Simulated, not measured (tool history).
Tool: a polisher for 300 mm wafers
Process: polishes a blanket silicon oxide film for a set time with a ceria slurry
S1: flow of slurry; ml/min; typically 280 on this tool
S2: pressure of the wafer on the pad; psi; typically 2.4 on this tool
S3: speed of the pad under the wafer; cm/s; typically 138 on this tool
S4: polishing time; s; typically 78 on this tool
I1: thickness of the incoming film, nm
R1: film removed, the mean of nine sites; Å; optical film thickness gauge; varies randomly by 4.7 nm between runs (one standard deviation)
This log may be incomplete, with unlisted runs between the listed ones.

run   hour   S1   S2   S3  S4      I1    R1
  1    0.0  280  2.4  100  78  1777.5  2846
  2   19.0  280  2.4  100  78  1773.4  2884
  3   47.6  280  2.4  104  72  1745.8  2737
      80.1  -- worn pad replaced by a new one
  4   83.4  325  2.4  138  78  1741.4  4027
  5   96.5  325  2.4  138  78  1767.1  3951
  6  136.9  280  2.4  138  78  1737.6  3965
  7  153.6  280  2.4  138  78  1746.5  3958
  8  185.2  280  2.4  138  78  1741.3  3924
  9  198.4  280  2.4  138  69  1735.6  3418
 10  228.6  280  1.6  138  65  1748.9  2632
 11  243.4  280  2.4  138  91  1775.8  4500
     263.2  -- worn pad replaced by a new one
 12  269.8  280  2.4  178  78  1745.9  5094
 13  295.4  370  2.4  120  56  1751.6  2473
     301.2  -- head pressure recalibrated
 14  315.0  280  2.4  138  78  1745.5  3871
     324.5  -- slurry nozzle cleaned
 15  347.3  280  2.4  138  78  1746.8  3829
 16  374.5  280  2.4  138  78  1741.3  3959
 17  403.8  280  2.4  120  89  1780.9  3870
     412.7  -- worn pad replaced by a new one
 18  503.6  280  3.0  138  78  1775.9  4554
 19  527.7  335  2.8  112  62  1732.3  2802

Consider 4 possible next runs. They are alternatives, not a sequence: every one starts from the tool as it was left by run 19. What does each give?
  A  528.2  245  2.4  138   78  1780.0   ?
  B  528.2  230  2.9  180  100  1780.0   ?
  C  528.2  240  2.4  112   96  1780.0   ?
  D  528.2  280  2.4  114   91  1780.0   ?

run    R1
  A  3858
  B  7219
  C  3854
  D  3754
With the hidden condition removed and each run's random variation left untouched, the same runs would have given:
run    R1
  A  3858
  B  7219
  C  3854
  D  3754

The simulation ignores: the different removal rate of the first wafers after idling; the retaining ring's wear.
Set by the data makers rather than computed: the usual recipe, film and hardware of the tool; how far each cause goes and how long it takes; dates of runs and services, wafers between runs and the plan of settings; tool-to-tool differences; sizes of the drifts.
